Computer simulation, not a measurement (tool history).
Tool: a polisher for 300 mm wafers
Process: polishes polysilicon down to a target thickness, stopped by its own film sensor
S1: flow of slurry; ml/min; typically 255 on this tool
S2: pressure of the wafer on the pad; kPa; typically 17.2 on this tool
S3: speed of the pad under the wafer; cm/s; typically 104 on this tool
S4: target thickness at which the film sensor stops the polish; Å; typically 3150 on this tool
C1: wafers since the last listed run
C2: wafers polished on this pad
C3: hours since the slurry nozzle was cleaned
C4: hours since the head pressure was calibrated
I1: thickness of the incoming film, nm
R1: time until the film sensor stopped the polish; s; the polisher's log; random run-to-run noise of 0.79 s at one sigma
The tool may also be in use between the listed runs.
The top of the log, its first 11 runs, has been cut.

| run | hour | S1 | S2 | S3 | S4 | C1 | C2 | C3 | C4 | I1 | R1 |
|---|---|---|---|---|---|---|---|---|---|---|---|
| 12 | 142.9 | 255 | 17.2 | 104 | 3150 | 128 | 636 | 538.3 | 1123.4 | 773.4 | 69.4 |
| 13 | 158.3 | 255 | 17.2 | 104 | 3150 | 182 | 819 | 553.7 | 1138.8 | 771.9 | 71.1 |
| 14 | 166.1 | 255 | 17.2 | 104 | 3150 | 92 | 911 | 561.5 | 1146.6 | 778.2 | 70.9 |
|  | 171 | worn pad replaced by a new one |
| 15 | 176.1 | 255 | 17.2 | 104 | 3150 | 71 | 60 | 571.5 | 1156.6 | 794.6 | 73.3 |
| 16 | 183 | 255 | 17.2 | 104 | 3150 | 81 | 142 | 578.4 | 1163.5 | 781.9 | 71.7 |
| 17 | 190.3 | 255 | 17.2 | 104 | 3150 | 86 | 228 | 585.7 | 1170.8 | 781.9 | 73.1 |
| 18 | 196.9 | 255 | 12.4 | 104 | 3150 | 78 | 307 | 592.3 | 1177.4 | 767.5 | 89 |
| 19 | 203.8 | 255 | 17.2 | 104 | 3150 | 81 | 389 | 599.2 | 1184.3 | 780 | 70.3 |
| 20 | 218.7 | 325 | 19.3 | 104 | 3150 | 176 | 566 | 614.1 | 1199.2 | 787.4 | 61.7 |
| 21 | 234.4 | 200 | 17.2 | 104 | 3150 | 186 | 752 | 629.8 | 1214.9 | 769.2 | 74.8 |
| 22 | 247.5 | 295 | 22.8 | 124 | 3650 | 155 | 908 | 642.9 | 1228 | 788.3 | 41.4 |
| 23 | 259.2 | 255 | 13.1 | 104 | 3150 | 138 | 1047 | 654.6 | 1239.7 | 786.7 | 90 |
|  | 263.4 | worn pad replaced by a new one |
|  | 263.5 | slurry nozzle cleaned |
| 24 | 269.2 | 255 | 17.2 | 78 | 3150 | 70 | 67 | 5.7 | 1249.7 | 773.2 | 85.1 |
|  | 281.6 | head pressure recalibrated |
| 25 | 286.7 | 255 | 17.2 | 104 | 1980 | 184 | 251 | 23.2 | 5.1 | 783.5 | 83.8 |
| 26 | 316.8 | 255 | 17.2 | 104 | 2360 | 357 | 609 | 53.3 | 35.2 | 763.4 | 76.6 |
| 27 | 334.3 | 255 | 11.7 | 104 | 3150 | 207 | 817 | 70.8 | 52.7 | 783.9 | 90.4 |
|  | 345.9 | worn pad replaced by a new one |
| 28 | 347.8 | 215 | 12.4 | 76 | 2160 | 112 | 22 | 84.3 | 66.2 | 789.6 | 149.1 |
| 29 | 359.6 | 255 | 17.2 | 104 | 3150 | 140 | 162 | 96.1 | 78 | 776.7 | 64.9 |
| 30 | 374.2 | 330 | 13.1 | 114 | 1560 | 173 | 336 | 110.7 | 92.6 | 774.8 | 97.9 |
| 31 | 388.4 | 335 | 17.2 | 104 | 3150 | 168 | 504 | 124.9 | 106.8 | 783.2 | 66.5 |
| 32 | 404.5 | 255 | 22.8 | 104 | 2580 | 191 | 695 | 141 | 122.9 | 788.2 | 61.2 |
| 33 | 412.4 | 255 | 23.4 | 104 | 3150 | 93 | 789 | 148.9 | 130.8 | 781.5 | 53.8 |
| 34 | 425.7 | 255 | 23.4 | 104 | 3150 | 157 | 947 | 162.2 | 144.1 | 777.7 | 53.1 |
| 35 | 433.1 | 255 | 17.2 | 104 | 3150 | 87 | 1035 | 169.6 | 151.5 | 772.1 | 66.2 |

Consider 4 possible next runs. They are alternatives, not a sequence: every one starts from the tool as it was left by run 35. What does each give?
| A | 433.5 | 255 | 17.2 | 104 | 3150 | 4 | 1040 | 170 | 151.9 | 780.4 | ? |
| B | 433.5 | 200 | 13.8 | 104 | 2190 | 4 | 1040 | 170 | 151.9 | 780.4 | ? |
| C | 433.5 | 255 | 17.2 | 128 | 3150 | 4 | 1040 | 170 | 151.9 | 780.4 | ? |
| D | 433.5 | 215 | 15.9 | 126 | 2000 | 4 | 1040 | 170 | 151.9 | 780.4 | ? |

| run | R1 |
|---|---|
| A | 68.6 |
| B | 102.8 |
| C | 55.7 |
| D | 77.7 |
Without the tool's hidden state the same runs would have given:
| run | R1 |
|---|---|
| A | 65.8 |
| B | 97.5 |
| C | 53.5 |
| D | 73.9 |

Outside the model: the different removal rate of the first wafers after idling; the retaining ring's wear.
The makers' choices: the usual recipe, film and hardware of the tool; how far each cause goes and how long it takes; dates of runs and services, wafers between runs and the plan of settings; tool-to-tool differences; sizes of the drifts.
